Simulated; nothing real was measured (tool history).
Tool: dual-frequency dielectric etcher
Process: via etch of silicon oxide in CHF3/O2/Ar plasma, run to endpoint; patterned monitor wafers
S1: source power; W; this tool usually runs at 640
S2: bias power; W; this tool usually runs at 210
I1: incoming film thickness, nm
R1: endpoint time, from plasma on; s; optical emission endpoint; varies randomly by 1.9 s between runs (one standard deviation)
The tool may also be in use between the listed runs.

run   hour   S1   S2     I1     R1
  1    0.0  640  210  441.1  205.5
  2   81.9  640  210  439.7  201.0
  3  106.0  640  210  446.5  204.1
  4  131.9  640  210  442.4  203.6
  5  157.5  640  210  442.1  204.5
  6  182.9  640  210  443.5  204.1
  7  198.8  640  210  440.2  197.1
  8  215.9  640  210  442.4  204.6
  9  231.0  640  210  440.3  200.0
     245.2  -- source power generator calibrated
 10  252.9  640  210  440.0  198.5
 11  268.5  640  210  445.7  202.6
     283.2  -- bias power generator calibrated
 12  283.7  640  210  439.0  199.1
 13  297.4  640  210  437.7  199.9
     351.0  -- wet clean of the chamber
 14  351.5  580  210  444.5  214.0
     380.9  -- upper electrode replaced
 15  381.4  640  210  441.2  205.4
 16  381.8  560  194  434.0  222.1
 17  394.3  540  252  437.0  210.2
 18  415.3  560  242  443.6  207.9
 19  437.0  640  191  441.8  211.4
 20  458.0  770  169  443.1  204.0
 21  476.3  640  210  440.3  206.0
 22  497.4  570  245  445.3  208.7
 23  518.1  510  210  443.4  221.1

Run 24 has not been measured yet. What should we expect?
 24  544.2  640  210  442.5   ?

R1: 200.7 s
On a tool with no hidden condition, and with the same random variation, this run would have come out at R1 205.3 s.
